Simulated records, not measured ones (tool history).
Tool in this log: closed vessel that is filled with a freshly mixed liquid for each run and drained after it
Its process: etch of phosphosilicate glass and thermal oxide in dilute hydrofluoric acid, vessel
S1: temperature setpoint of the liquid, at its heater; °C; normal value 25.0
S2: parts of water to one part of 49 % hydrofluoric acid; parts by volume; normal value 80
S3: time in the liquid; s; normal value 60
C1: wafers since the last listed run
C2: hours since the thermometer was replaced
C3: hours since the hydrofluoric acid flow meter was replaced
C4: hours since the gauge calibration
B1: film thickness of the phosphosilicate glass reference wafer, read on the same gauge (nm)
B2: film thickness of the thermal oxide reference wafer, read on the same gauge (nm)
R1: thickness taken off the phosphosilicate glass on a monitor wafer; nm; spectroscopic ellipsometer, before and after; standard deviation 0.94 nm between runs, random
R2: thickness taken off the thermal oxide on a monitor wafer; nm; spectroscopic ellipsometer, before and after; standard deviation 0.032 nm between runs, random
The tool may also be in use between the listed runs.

run	hour	S1	S2	S3	C1	C2	C3	C4	B1	B2	R1	R2
1	0.0	25.0	80	60	0	1139.0	446.7	1254.2	60.06	39.955	144.03	3.300
# hour 28.0: thermometer replaced
2	44.2	25.0	80	60	2686	16.2	490.9	1298.4	60.00	40.032	144.47	3.326
3	130.5	25.0	80	60	5367	102.5	577.2	1384.7	60.00	40.010	142.83	3.299
4	209.4	25.0	80	60	4907	181.4	656.1	1463.6	60.05	39.984	142.69	3.232
5	293.8	25.0	80	60	5249	265.8	740.5	1548.0	59.99	40.031	142.83	3.355
6	366.8	26.5	80	85	4540	338.8	813.5	1621.0	59.99	39.985	216.68	4.999
7	428.2	26.5	80	85	3818	400.2	874.9	1682.4	59.98	40.011	214.08	4.857
8	486.6	25.0	55	45	3632	458.6	933.3	1740.8	60.02	39.975	158.97	3.710
9	584.3	25.0	80	60	6076	556.3	1031.0	1838.5	60.01	40.023	141.16	3.305
10	684.7	25.0	95	80	6244	656.7	1131.4	1938.9	60.03	40.014	155.24	3.597
11	767.7	25.0	95	80	5162	739.7	1214.4	2021.9	60.01	39.997	157.94	3.616
# hour 858.1: gauge calibrated
12	859.1	25.0	80	60	5684	831.1	1305.8	1.0	60.04	40.006	140.50	3.269
13	910.9	25.0	50	35	3221	882.9	1357.6	52.8	59.97	40.012	136.32	3.183
14	977.6	25.0	80	60	4148	949.6	1424.3	119.5	60.05	40.013	140.35	3.238
15	1018.7	27.0	80	60	2556	990.7	1465.4	160.6	60.01	39.975	150.10	3.480
16	1062.0	25.0	105	60	2693	1034.0	1508.7	203.9	59.99	40.008	103.92	2.415
# hour 1092.3: thermometer replaced
17	1120.0	25.0	60	75	3545	27.7	1566.7	261.9	59.99	40.001	239.99	5.442
18	1166.8	25.0	60	45	2910	74.5	1613.5	308.7	59.97	40.001	144.49	3.383
19	1244.5	21.0	120	85	4832	152.2	1691.2	386.4	60.04	40.029	107.70	2.513
# hour 1247.6: hydrofluoric acid flow meter replaced
20	1313.7	25.0	80	60	4241	221.4	66.1	455.6	59.94	40.026	143.05	3.368
21	1375.5	25.0	80	60	3843	283.2	127.9	517.4	60.00	40.009	146.18	3.375
22	1475.3	30.0	100	60	6207	383.0	227.7	617.2	60.00	40.018	137.47	3.185
23	1573.4	29.5	115	60	6101	481.1	325.8	715.3	60.01	39.983	115.46	2.641
24	1653.0	25.0	60	85	4950	560.7	405.4	794.9	60.03	40.065	279.56	6.415
25	1705.1	25.0	65	60	3240	612.8	457.5	847.0	60.06	40.023	180.31	4.160
26	1761.3	29.0	50	90	3495	669.0	513.7	903.2	59.98	39.993	420.65	9.790

Alternative continuations, all from the tool just after run 26; predict every row:
A	1762.0	25.0	80	45	43	669.7	514.4	903.9	?	?	?	?
B	1762.0	25.0	90	60	43	669.7	514.4	903.9	?	?	?	?
C	1762.0	22.5	45	40	43	669.7	514.4	903.9	?	?	?	?

run	B1	B2	R1	R2
A	60.01	40.029	108.92	2.523
B	60.01	40.029	127.42	2.951
C	60.01	40.029	162.70	3.768
Had the tool no hidden state, the same runs would have come out as:
run	R1	R2
A	110.16	2.551
B	128.89	2.985
C	164.46	3.809

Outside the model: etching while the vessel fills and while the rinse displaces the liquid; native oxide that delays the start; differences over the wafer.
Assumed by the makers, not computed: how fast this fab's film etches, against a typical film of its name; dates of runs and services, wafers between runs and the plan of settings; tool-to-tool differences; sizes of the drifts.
